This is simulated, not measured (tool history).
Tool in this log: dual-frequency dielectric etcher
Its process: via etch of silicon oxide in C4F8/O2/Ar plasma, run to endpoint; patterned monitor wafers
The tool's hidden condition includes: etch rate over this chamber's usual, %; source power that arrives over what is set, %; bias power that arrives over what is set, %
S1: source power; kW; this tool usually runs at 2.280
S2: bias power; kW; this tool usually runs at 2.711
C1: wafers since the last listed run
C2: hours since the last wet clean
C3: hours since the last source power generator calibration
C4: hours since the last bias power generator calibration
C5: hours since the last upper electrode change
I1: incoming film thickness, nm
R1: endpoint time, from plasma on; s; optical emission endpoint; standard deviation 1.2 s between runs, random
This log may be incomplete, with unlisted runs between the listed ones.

run 1 hour=0.0 | S1=2.280 S2=2.711 | C1=0 C2=39.9 C3=1107.0 C4=4733.4 C5=3020.4 | I1=1161.6 | R1=216.6
run 2 hour=26.2 | S1=2.280 S2=2.711 | C1=118 C2=66.1 C3=1133.2 C4=4759.6 C5=3046.6 | I1=1153.4 | R1=214.6
run 3 hour=104.5 | S1=2.280 S2=2.711 | C1=353 C2=144.4 C3=1211.5 C4=4837.9 C5=3124.9 | I1=1161.0 | R1=215.0
run 4 hour=138.7 | S1=2.680 S2=2.711 | C1=154 C2=178.6 C3=1245.7 C4=4872.1 C5=3159.1 | I1=1170.9 | R1=199.7
run 5 hour=150.9 | S1=2.680 S2=2.711 | C1=55 C2=190.8 C3=1257.9 C4=4884.3 C5=3171.3 | I1=1167.3 | R1=199.5
run 6 hour=185.8 | S1=2.050 S2=2.933 | C1=157 C2=225.7 C3=1292.8 C4=4919.2 C5=3206.2 | I1=1175.7 | R1=225.2
run 7 hour=216.3 | S1=2.540 S2=2.711 | C1=137 C2=256.2 C3=1323.3 C4=4949.7 C5=3236.7 | I1=1165.0 | R1=202.8
run 8 hour=236.1 | S1=2.540 S2=2.711 | C1=89 C2=276.0 C3=1343.1 C4=4969.5 C5=3256.5 | I1=1159.2 | R1=202.5
run 9 hour=257.3 | S1=2.540 S2=2.711 | C1=95 C2=297.2 C3=1364.3 C4=4990.7 C5=3277.7 | I1=1154.4 | R1=198.9
-- hour=264.6 bias power generator calibrated
run 10 hour=280.2 | S1=2.130 S2=2.711 | C1=85 C2=320.1 C3=1387.2 C4=15.6 C5=3300.6 | I1=1158.9 | R1=219.5
-- hour=324.5 upper electrode replaced
run 11 hour=325.0 | S1=2.130 S2=2.711 | C1=93 C2=364.9 C3=1432.0 C4=60.4 C5=0.5 | I1=1156.3 | R1=216.7
run 12 hour=330.5 | S1=2.280 S2=2.711 | C1=24 C2=370.4 C3=1437.5 C4=65.9 C5=6.0 | I1=1149.4 | R1=210.2
run 13 hour=363.2 | S1=2.280 S2=2.711 | C1=147 C2=403.1 C3=1470.2 C4=98.6 C5=38.7 | I1=1161.5 | R1=211.0
run 14 hour=384.2 | S1=2.280 S2=2.711 | C1=94 C2=424.1 C3=1491.2 C4=119.6 C5=59.7 | I1=1171.7 | R1=210.6
run 15 hour=414.7 | S1=2.280 S2=2.509 | C1=137 C2=454.6 C3=1521.7 C4=150.1 C5=90.2 | I1=1161.6 | R1=215.0
run 16 hour=433.5 | S1=2.280 S2=2.711 | C1=84 C2=473.4 C3=1540.5 C4=168.9 C5=109.0 | I1=1153.3 | R1=208.6
run 17 hour=468.7 | S1=2.280 S2=2.711 | C1=159 C2=508.6 C3=1575.7 C4=204.1 C5=144.2 | I1=1163.6 | R1=210.4
-- hour=503.2 wet clean of the chamber
run 18 hour=503.7 | S1=2.110 S2=2.447 | C1=49 C2=0.5 C3=1610.7 C4=239.1 C5=179.2 | I1=1157.4 | R1=226.9
run 19 hour=525.0 | S1=2.280 S2=2.061 | C1=96 C2=21.8 C3=1632.0 C4=260.4 C5=200.5 | I1=1150.4 | R1=222.6
run 20 hour=553.1 | S1=2.010 S2=3.303 | C1=126 C2=49.9 C3=1660.1 C4=288.5 C5=228.6 | I1=1153.4 | R1=219.1
run 21 hour=567.0 | S1=2.280 S2=3.188 | C1=62 C2=63.8 C3=1674.0 C4=302.4 C5=242.5 | I1=1153.1 | R1=205.6
run 22 hour=632.1 | S1=2.280 S2=2.711 | C1=294 C2=128.9 C3=1739.1 C4=367.5 C5=307.6 | I1=1154.8 | R1=212.4
-- hour=665.0 source power generator calibrated
run 23 hour=704.0 | S1=2.690 S2=2.711 | C1=306 C2=200.8 C3=39.0 C4=439.4 C5=379.5 | I1=1153.0 | R1=192.2
run 24 hour=732.9 | S1=2.030 S2=3.324 | C1=130 C2=229.7 C3=67.9 C4=468.3 C5=408.4 | I1=1150.0 | R1=214.1
run 25 hour=756.2 | S1=2.080 S2=3.368 | C1=105 C2=253.0 C3=91.2 C4=491.6 C5=431.7 | I1=1159.0 | R1=210.5
run 26 hour=830.1 | S1=2.770 S2=2.101 | C1=333 C2=326.9 C3=165.1 C4=565.5 C5=505.6 | I1=1159.4 | R1=198.3
run 27 hour=855.9 | S1=2.280 S2=2.711 | C1=116 C2=352.7 C3=190.9 C4=591.3 C5=531.4 | I1=1151.3 | R1=206.8
run 28 hour=877.1 | S1=1.870 S2=2.711 | C1=95 C2=373.9 C3=212.1 C4=612.5 C5=552.6 | I1=1160.4 | R1=232.7
run 29 hour=898.1 | S1=2.280 S2=2.152 | C1=94 C2=394.9 C3=233.1 C4=633.5 C5=573.6 | I1=1157.1 | R1=216.5
-- hour=938.7 wet clean of the chamber
run 30 hour=939.2 | S1=2.490 S2=2.224 | C1=77 C2=0.5 C3=274.2 C4=674.6 C5=614.7 | I1=1149.9 | R1=210.3
run 31 hour=957.4 | S1=1.820 S2=2.711 | C1=82 C2=18.7 C3=292.4 C4=692.8 C5=632.9 | I1=1145.8 | R1=240.1
run 32 hour=987.5 | S1=1.790 S2=2.711 | C1=135 C2=48.8 C3=322.5 C4=722.9 C5=663.0 | I1=1151.4 | R1=240.3
run 33 hour=1005.2 | S1=2.280 S2=2.711 | C1=79 C2=66.5 C3=340.2 C4=740.6 C5=680.7 | I1=1153.6 | R1=213.4
run 34 hour=1028.0 | S1=2.280 S2=2.711 | C1=102 C2=89.3 C3=363.0 C4=763.4 C5=703.5 | I1=1154.7 | R1=211.6
run 35 hour=1056.0 | S1=2.040 S2=2.711 | C1=126 C2=117.3 C3=391.0 C4=791.4 C5=731.5 | I1=1169.8 | R1=227.7
run 36 hour=1088.6 | S1=2.280 S2=2.711 | C1=147 C2=149.9 C3=423.6 C4=824.0 C5=764.1 | I1=1166.8 | R1=213.0

Below are 3 alternative next runs, each starting from the tool's condition after run 36. Predict each:
run A hour=1089.1 | S1=2.510 S2=2.711 | C1=2 C2=150.4 C3=424.1 C4=824.5 C5=764.6 | I1=1152.3 | R1=?
run B hour=1089.1 | S1=2.810 S2=2.232 | C1=2 C2=150.4 C3=424.1 C4=824.5 C5=764.6 | I1=1152.3 | R1=?
run C hour=1089.1 | S1=2.470 S2=2.122 | C1=2 C2=150.4 C3=424.1 C4=824.5 C5=764.6 | I1=1152.3 | R1=?

run=A R1=202.7
run=B R1=198.3
run=C R1=213.0
Without the tool's hidden state the same runs would have given:
run=A R1=205.3
run=B R1=200.8
run=C R1=215.8

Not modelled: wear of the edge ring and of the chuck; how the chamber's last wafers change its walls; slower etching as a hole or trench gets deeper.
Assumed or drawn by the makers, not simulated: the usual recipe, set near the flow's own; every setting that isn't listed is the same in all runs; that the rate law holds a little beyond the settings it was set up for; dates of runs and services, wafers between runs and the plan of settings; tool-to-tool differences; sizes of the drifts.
